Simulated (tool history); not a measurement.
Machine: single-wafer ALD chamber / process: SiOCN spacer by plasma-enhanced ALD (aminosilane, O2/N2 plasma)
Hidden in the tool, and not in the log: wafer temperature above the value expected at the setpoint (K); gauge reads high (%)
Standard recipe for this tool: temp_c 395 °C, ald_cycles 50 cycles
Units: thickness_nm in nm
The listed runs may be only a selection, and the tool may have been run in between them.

run,day,temp_c,ald_cycles,wafers since the last listed run,hours since the last thermocouple change,hours since the gauge calibration,"read-back reference wafer on the same gauge, thickness_nm",thickness_nm
1,0.000,395,50,0,593.7,691.3,2.889,3.315
2,2.892,395,50,361,663.1,760.7,2.894,3.307
3,4.342,395,50,181,697.9,795.5,2.891,3.298
4,5.529,395,50,148,726.4,824.0,2.891,3.307
5,6.567,395,50,129,751.3,848.9,2.891,3.316
6,7.942,395,50,172,784.3,881.9,2.891,3.302
7,10.642,395,50,337,849.1,946.7,2.890,3.312
8,13.600,395,50,370,920.1,1017.7,2.890,3.304
9,15.708,395,50,263,970.7,1068.3,2.887,3.312
# day 17.817: gauge calibrated
10,18.138,399,50,304,1029.0,7.7,2.890,3.312
11,20.729,390,50,324,1091.2,69.9,2.893,3.314
12,21.846,395,46,139,1118.0,96.7,2.889,3.045
13,24.667,395,46,353,1185.7,164.4,2.888,3.043
14,25.704,395,50,129,1210.6,189.3,2.890,3.325
15,33.942,395,50,1031,1408.3,387.0,2.887,3.317
# day 35.450: thermocouple changed; heater temperature recalibrated
16,35.471,395,50,149,0.5,423.7,2.889,3.320
17,36.588,391,50,139,27.3,450.5,2.891,3.315
18,38.200,395,50,201,66.0,489.2,2.890,3.303
19,39.838,395,50,204,105.3,528.5,2.889,3.308
20,41.438,382,55,200,143.7,566.9,2.889,3.652
21,43.246,395,50,226,187.1,610.3,2.892,3.301
22,52.238,404,55,1125,402.9,826.1,2.890,3.586
23,53.521,409,54,160,433.7,856.9,2.891,3.489
# day 56.183: gauge calibrated
24,56.379,385,50,357,502.3,4.7,2.889,3.317
25,59.171,395,50,349,569.3,71.7,2.888,3.322
26,61.050,407,47,235,614.4,116.8,2.891,3.041
27,63.017,395,50,246,661.6,164.0,2.889,3.303
28,64.079,391,57,133,687.1,189.5,2.892,3.771
29,67.062,399,40,373,758.7,261.1,2.890,2.641
30,69.417,388,43,294,815.2,317.6,2.891,2.841
31,70.608,395,50,149,843.8,346.2,2.891,3.312
32,72.133,395,44,190,880.4,382.8,2.892,2.931
33,73.950,383,45,227,924.0,426.4,2.890,2.985
34,75.100,401,45,143,951.6,454.0,2.889,2.976
35,76.446,405,42,168,983.9,486.3,2.892,2.741

4 ways to go on from here, each from the tool as it stands after run 35. What would each give?
A,76.467,395,59,2,984.4,486.8,?,?
B,76.467,389,53,2,984.4,486.8,?,?
C,76.467,406,53,2,984.4,486.8,?,?
D,76.467,386,50,2,984.4,486.8,?,?

run,"read-back reference wafer on the same gauge, thickness_nm",thickness_nm
A,2.890,3.888
B,2.890,3.492
C,2.890,3.431
D,2.890,3.295
Had the tool no hidden state, the same runs would have come out as:
run,thickness_nm
A,3.888
B,3.492
C,3.431
D,3.295
